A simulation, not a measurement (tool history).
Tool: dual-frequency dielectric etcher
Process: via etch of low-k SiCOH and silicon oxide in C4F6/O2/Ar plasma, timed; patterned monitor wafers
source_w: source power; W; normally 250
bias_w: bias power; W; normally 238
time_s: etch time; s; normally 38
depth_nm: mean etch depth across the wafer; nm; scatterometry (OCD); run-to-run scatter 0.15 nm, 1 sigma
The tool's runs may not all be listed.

run,hour,source_w,bias_w,time_s,wafers since the last listed run,hours since the last wet clean,hours since the last source power generator calibration,hours since the last bias power generator calibration,hours since the last upper electrode change,hours since the gauge calibration,"read-back reference wafer on the same gauge, depth_nm",depth_nm
1,0,250,238,38,0,118.7,184.9,4286.7,4776.4,4.2,90.8,96.7
2,54.2,250,238,38,431,172.9,239.1,4340.9,4830.6,58.4,90.8,96.8
3,108.5,290,238,38,432,227.2,293.4,4395.2,4884.9,112.7,90.8,99.9
4,161.3,290,238,38,420,280,346.2,4448,4937.7,165.5,90.8,99.8
# hour 186: upper electrode replaced
5,194.2,290,238,38,70,312.9,379.1,4480.9,8.2,198.4,90.8,99.8
6,225.9,250,238,38,252,344.6,410.8,4512.6,39.9,230.1,90.8,96.1
7,287.8,250,238,38,493,406.5,472.7,4574.5,101.8,292,90.8,95.7
8,340.5,200,264,46.5,419,459.2,525.4,4627.2,154.5,344.7,90.8,113.6
# hour 409.4: wet clean of the chamber
9,409.9,290,218,27,361,0.5,594.8,4696.6,223.9,414.1,90.8,70.3
10,457.7,250,238,38,380,48.3,642.6,4744.4,271.7,461.9,90.8,96.9
11,516,200,189,41.5,464,106.6,700.9,4802.7,330,520.2,90.8,96.8
# hour 544.6: bias power generator calibrated
12,555,290,238,45.5,278,145.6,739.9,10.4,369,559.2,90.8,119.5
13,612.9,250,282,38,461,203.5,797.8,68.3,426.9,617.1,90.9,98.9
14,656.5,250,238,46.5,347,247.1,841.4,111.9,470.5,660.7,90.8,117.5
15,720,200,238,45,505,310.6,904.9,175.4,534,724.2,90.7,108.4
16,760.2,250,217,35,320,350.8,945.1,215.6,574.2,764.4,90.8,86.8
17,785.5,250,238,38,201,376.1,970.4,240.9,599.5,789.7,90.8,95.7
18,818.5,200,265,35,262,409.1,1003.4,273.9,632.5,822.7,90.8,85.6
# hour 871.4: wet clean of the chamber
19,871.9,250,272,48.5,234,0.5,1056.8,327.3,685.9,876.1,90.8,126.8
20,891.5,310,269,38,156,20.1,1076.4,346.9,705.5,895.7,90.8,103.9
21,924.9,250,255,28,266,53.5,1109.8,380.3,738.9,929.1,90.8,72.1
22,982,200,238,38,454,110.6,1166.9,437.4,796,986.2,90.8,92.2
23,1048.5,280,195,29.5,529,177.1,1233.4,503.9,862.5,1052.7,90.8,74.3
24,1082.6,250,238,38,271,211.2,1267.5,538,896.6,1086.8,90.8,96.4
25,1109.8,250,238,38,216,238.4,1294.7,565.2,923.8,1114,90.8,95.9
26,1164,250,275,38,431,292.6,1348.9,619.4,978,1168.2,90.8,98.4
27,1218.9,250,186,38,437,347.5,1403.8,674.3,1032.9,1223.1,90.7,91.8
28,1279.7,190,238,49,484,408.3,1464.6,735.1,1093.7,1283.9,90.8,116.4
# hour 1344.9: wet clean of the chamber
29,1350.2,220,275,32.5,370,5.3,1535.1,805.6,1164.2,1354.4,90.8,82.6
30,1401.5,270,238,38,408,56.6,1586.4,856.9,1215.5,1405.7,90.8,98.3

Measured minus without-hidden-state, run by run (identical run-to-run variation in each term; gauge scatter may differ):
The tool's hidden condition here consists of: etch rate over this chamber's usual, %; source power that arrives over what is set, %; bias power that arrives over what is set, %; gauge reads high (%).
run,depth_nm
1,-0.2
2,-0.4
3,-0.6
4,-0.8
5,-1
6,-1
7,-1.3
8,-1.7
9,-0.2
10,-0.4
11,-0.5
12,-0.8
13,-1
14,-1.3
15,-1.5
16,-1.3
17,-1.5
18,-1.4
19,-0.4
20,-0.4
21,-0.3
22,-0.6
23,-0.7
24,-1
25,-1.1
26,-1.3
27,-1.4
28,-2.1
29,-0.4
30,-0.7

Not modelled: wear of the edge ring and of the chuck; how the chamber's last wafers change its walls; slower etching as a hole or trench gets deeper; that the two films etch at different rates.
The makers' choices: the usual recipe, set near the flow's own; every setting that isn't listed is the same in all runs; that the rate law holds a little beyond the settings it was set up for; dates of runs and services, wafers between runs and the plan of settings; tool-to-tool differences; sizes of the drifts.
